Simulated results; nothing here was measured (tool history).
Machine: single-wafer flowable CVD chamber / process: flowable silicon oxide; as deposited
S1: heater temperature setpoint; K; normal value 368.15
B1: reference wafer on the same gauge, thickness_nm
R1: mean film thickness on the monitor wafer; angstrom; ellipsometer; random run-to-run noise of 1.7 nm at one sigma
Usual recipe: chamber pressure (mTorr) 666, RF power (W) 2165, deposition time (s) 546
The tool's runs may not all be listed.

run 1 hour=0 | S1=368.15 chamber_pressure_(mTorr)=666 RF_power_(W)=2165 deposition_time_(s)=546 | B1=315.986 | R1=3215.75
run 2 hour=51.8 | S1=368.15 chamber_pressure_(mTorr)=666 RF_power_(W)=2165 deposition_time_(s)=546 | B1=315.982 | R1=3277.3
run 3 hour=88.4 | S1=368.15 chamber_pressure_(mTorr)=666 RF_power_(W)=2165 deposition_time_(s)=546 | B1=315.767 | R1=3261
run 4 hour=153.7 | S1=368.15 chamber_pressure_(mTorr)=666 RF_power_(W)=2165 deposition_time_(s)=546 | B1=315.423 | R1=3207.12
run 5 hour=197.5 | S1=368.15 chamber_pressure_(mTorr)=666 RF_power_(W)=2165 deposition_time_(s)=546 | B1=316.47 | R1=3243.47
run 6 hour=235.6 | S1=368.15 chamber_pressure_(mTorr)=666 RF_power_(W)=2165 deposition_time_(s)=546 | B1=316.597 | R1=3258.92
run 7 hour=295.6 | S1=368.15 chamber_pressure_(mTorr)=666 RF_power_(W)=2165 deposition_time_(s)=573 | B1=316.361 | R1=3403.5
run 8 hour=345.5 | S1=368.15 chamber_pressure_(mTorr)=666 RF_power_(W)=2165 deposition_time_(s)=546 | B1=316.458 | R1=3255.12
run 9 hour=375.6 | S1=368.15 chamber_pressure_(mTorr)=666 RF_power_(W)=2165 deposition_time_(s)=546 | B1=316.209 | R1=3235.88
run 10 hour=439.6 | S1=368.15 chamber_pressure_(mTorr)=666 RF_power_(W)=2165 deposition_time_(s)=546 | B1=315.643 | R1=3217.97
run 11 hour=636.9 | S1=368.15 chamber_pressure_(mTorr)=666 RF_power_(W)=2165 deposition_time_(s)=546 | B1=316.345 | R1=3212.75
-- hour=746.5 RF generator calibrated
run 12 hour=829.1 | S1=368.15 chamber_pressure_(mTorr)=666 RF_power_(W)=2165 deposition_time_(s)=546 | B1=315.679 | R1=3295.72
run 13 hour=889.6 | S1=380.15 chamber_pressure_(mTorr)=791 RF_power_(W)=2375 deposition_time_(s)=519 | B1=315.591 | R1=2413.72
run 14 hour=938.4 | S1=368.15 chamber_pressure_(mTorr)=666 RF_power_(W)=2165 deposition_time_(s)=546 | B1=316.176 | R1=3297.71
-- hour=949.7 thermocouple changed; heater temperature recalibrated
run 15 hour=966.2 | S1=375.15 chamber_pressure_(mTorr)=522 RF_power_(W)=2165 deposition_time_(s)=507 | B1=316.66 | R1=1758.2
-- hour=1015.4 showerhead replaced
run 16 hour=1038 | S1=368.15 chamber_pressure_(mTorr)=666 RF_power_(W)=2165 deposition_time_(s)=546 | B1=316.245 | R1=3189.24
run 17 hour=1087.4 | S1=368.15 chamber_pressure_(mTorr)=795 RF_power_(W)=2515 deposition_time_(s)=482 | B1=315.317 | R1=3496.65
run 18 hour=1112.2 | S1=354.15 chamber_pressure_(mTorr)=666 RF_power_(W)=2165 deposition_time_(s)=546 | B1=315.425 | R1=5234.34
run 19 hour=1167.2 | S1=355.15 chamber_pressure_(mTorr)=666 RF_power_(W)=1990 deposition_time_(s)=459 | B1=316.036 | R1=4158.07
-- hour=1188.8 capacitance manometer re-zeroed and calibrated
run 20 hour=1191.9 | S1=353.15 chamber_pressure_(mTorr)=666 RF_power_(W)=2330 deposition_time_(s)=546 | B1=316.084 | R1=5471.73
-- hour=1222.1 gauge calibrated
run 21 hour=1294 | S1=358.15 chamber_pressure_(mTorr)=714 RF_power_(W)=1740 deposition_time_(s)=445 | B1=316.468 | R1=3723.18
run 22 hour=1346.6 | S1=368.15 chamber_pressure_(mTorr)=666 RF_power_(W)=1780 deposition_time_(s)=629 | B1=316.416 | R1=3458.85
run 23 hour=1376.6 | S1=368.15 chamber_pressure_(mTorr)=666 RF_power_(W)=2165 deposition_time_(s)=546 | B1=316.056 | R1=3274.67
run 24 hour=1432.2 | S1=368.15 chamber_pressure_(mTorr)=829 RF_power_(W)=2165 deposition_time_(s)=453 | B1=315.8 | R1=3325.28
run 25 hour=1479.9 | S1=368.15 chamber_pressure_(mTorr)=666 RF_power_(W)=2165 deposition_time_(s)=546 | B1=316.181 | R1=3237.63
run 26 hour=1515.5 | S1=382.15 chamber_pressure_(mTorr)=666 RF_power_(W)=2025 deposition_time_(s)=463 | B1=315.705 | R1=1581.22
run 27 hour=1574.4 | S1=368.15 chamber_pressure_(mTorr)=666 RF_power_(W)=2165 deposition_time_(s)=546 | B1=316.184 | R1=3235.91
run 28 hour=1622.6 | S1=368.15 chamber_pressure_(mTorr)=666 RF_power_(W)=2165 deposition_time_(s)=546 | B1=315.867 | R1=3250.36
run 29 hour=1673.6 | S1=368.15 chamber_pressure_(mTorr)=666 RF_power_(W)=2560 deposition_time_(s)=478 | B1=315.992 | R1=2943.12

Branching from run 29: 3 alternative next runs. What would each branch give?
run A hour=1674.2 | S1=368.15 chamber_pressure_(mTorr)=666 RF_power_(W)=2165 deposition_time_(s)=546 | B1=? | R1=?
run B hour=1674.2 | S1=368.15 chamber_pressure_(mTorr)=666 RF_power_(W)=2335 deposition_time_(s)=546 | B1=? | R1=?
run C hour=1674.2 | S1=356.15 chamber_pressure_(mTorr)=578 RF_power_(W)=2165 deposition_time_(s)=614 | B1=? | R1=?

run=A B1=315.799 R1=3229.99
run=B B1=315.799 R1=3296.83
run=C B1=315.799 R1=4825.42
Without the tool's unlogged condition, the same runs would have read:
run=A R1=3174.78
run=B R1=3227.44
run=C R1=4755.62

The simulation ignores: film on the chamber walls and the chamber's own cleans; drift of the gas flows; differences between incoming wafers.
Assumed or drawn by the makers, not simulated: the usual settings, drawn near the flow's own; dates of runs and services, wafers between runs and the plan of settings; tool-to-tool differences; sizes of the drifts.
